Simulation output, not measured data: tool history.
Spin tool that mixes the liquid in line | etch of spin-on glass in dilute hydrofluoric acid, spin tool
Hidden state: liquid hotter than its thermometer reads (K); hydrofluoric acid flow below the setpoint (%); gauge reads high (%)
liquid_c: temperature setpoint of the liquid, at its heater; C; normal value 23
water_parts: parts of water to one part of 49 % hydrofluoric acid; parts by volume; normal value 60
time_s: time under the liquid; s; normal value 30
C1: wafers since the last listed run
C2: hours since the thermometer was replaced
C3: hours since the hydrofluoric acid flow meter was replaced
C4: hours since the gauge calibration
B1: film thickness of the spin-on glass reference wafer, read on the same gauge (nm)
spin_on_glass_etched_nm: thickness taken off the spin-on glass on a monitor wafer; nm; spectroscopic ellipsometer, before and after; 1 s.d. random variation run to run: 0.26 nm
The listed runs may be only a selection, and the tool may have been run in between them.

Run 1, hour 0: usual settings but time_s 25 s; C1 0; C2 903.5; C3 1262.7; C4 376; B1 119.99. Result: spin_on_glass_etched_nm 24.86 nm.
Run 2, hour 71.9: usual settings; C1 1453; C2 975.4; C3 1334.6; C4 447.9; B1 120.06. Result: spin_on_glass_etched_nm 30.41 nm.
Run 3, hour 163.4: usual settings; C1 1849; C2 1066.9; C3 1426.1; C4 539.4; B1 119.99. Result: spin_on_glass_etched_nm 30.12 nm.
Run 4, hour 242.6: usual settings but liquid_c 20 C; C1 1600; C2 1146.1; C3 1505.3; C4 618.6; B1 119.96. Result: spin_on_glass_etched_nm 26.67 nm.
Run 5, hour 314.4: usual settings; C1 1451; C2 1217.9; C3 1577.1; C4 690.4; B1 119.98. Result: spin_on_glass_etched_nm 29.68 nm.
Run 6, hour 413.9: usual settings; C1 2010; C2 1317.4; C3 1676.6; C4 789.9; B1 119.97. Result: spin_on_glass_etched_nm 29.8 nm.
Run 7, hour 482: usual settings but liquid_c 21 C; C1 1376; C2 1385.5; C3 1744.7; C4 858; B1 119.99. Result: spin_on_glass_etched_nm 27.98 nm.
Run 8, hour 535.3: usual settings but liquid_c 21 C; C1 1077; C2 1438.8; C3 1798; C4 911.3; B1 120. Result: spin_on_glass_etched_nm 27.88 nm.
At hour 590.1: hydrofluoric acid flow meter replaced.
Run 9, hour 608.7: usual settings; C1 1463; C2 1512.2; C3 18.6; C4 984.7; B1 120.03. Result: spin_on_glass_etched_nm 30.14 nm.
Run 10, hour 664.3: usual settings but water_parts 40 parts by volume, time_s 45 s; C1 1123; C2 1567.8; C3 74.2; C4 1040.3; B1 119.97. Result: spin_on_glass_etched_nm 69.54 nm.
Run 11, hour 721: usual settings; C1 1145; C2 1624.5; C3 130.9; C4 1097; B1 119.95. Result: spin_on_glass_etched_nm 30.54 nm.
At hour 758.8: gauge calibrated.
Run 12, hour 761.7: usual settings but liquid_c 26.5 C, water_parts 45 parts by volume, time_s 15 s; C1 822; C2 1665.2; C3 171.6; C4 2.9; B1 120. Result: spin_on_glass_etched_nm 23.64 nm.
At hour 834.3: thermometer replaced.
Run 13, hour 855.5: usual settings but liquid_c 19.5 C; C1 1875; C2 21.2; C3 265.4; C4 96.7; B1 119.98. Result: spin_on_glass_etched_nm 25.77 nm.
Run 14, hour 941.9: usual settings but liquid_c 27 C, water_parts 85 parts by volume; C1 1746; C2 107.6; C3 351.8; C4 183.1; B1 119.99. Result: spin_on_glass_etched_nm 24.21 nm.
Run 15, hour 1028.2: usual settings; C1 1744; C2 193.9; C3 438.1; C4 269.4; B1 119.99. Result: spin_on_glass_etched_nm 30.25 nm.
Run 16, hour 1089.5: usual settings but liquid_c 26.5 C, time_s 35 s; C1 1238; C2 255.2; C3 499.4; C4 330.7; B1 119.97. Result: spin_on_glass_etched_nm 41.07 nm.
Run 17, hour 1171.1: usual settings but liquid_c 21.5 C, water_parts 35 parts by volume, time_s 15 s; C1 1649; C2 336.8; C3 581; C4 412.3; B1 119.99. Result: spin_on_glass_etched_nm 25.1 nm.
Run 18, hour 1246.4: usual settings but liquid_c 25 C, water_parts 40 parts by volume, time_s 15 s; C1 1521; C2 412.1; C3 656.3; C4 487.6; B1 119.99. Result: spin_on_glass_etched_nm 24.81 nm.
Run 19, hour 1285.2: usual settings but liquid_c 21 C, time_s 50 s; C1 784; C2 450.9; C3 695.1; C4 526.4; B1 119.99. Result: spin_on_glass_etched_nm 47.28 nm.

What the log doesn't show, run by run:
liquid hotter than its thermometer reads (K): 0 across all the runs
hydrofluoric acid flow below the setpoint (%): 0 across all the runs
gauge reads high (%): 0 across all the runs

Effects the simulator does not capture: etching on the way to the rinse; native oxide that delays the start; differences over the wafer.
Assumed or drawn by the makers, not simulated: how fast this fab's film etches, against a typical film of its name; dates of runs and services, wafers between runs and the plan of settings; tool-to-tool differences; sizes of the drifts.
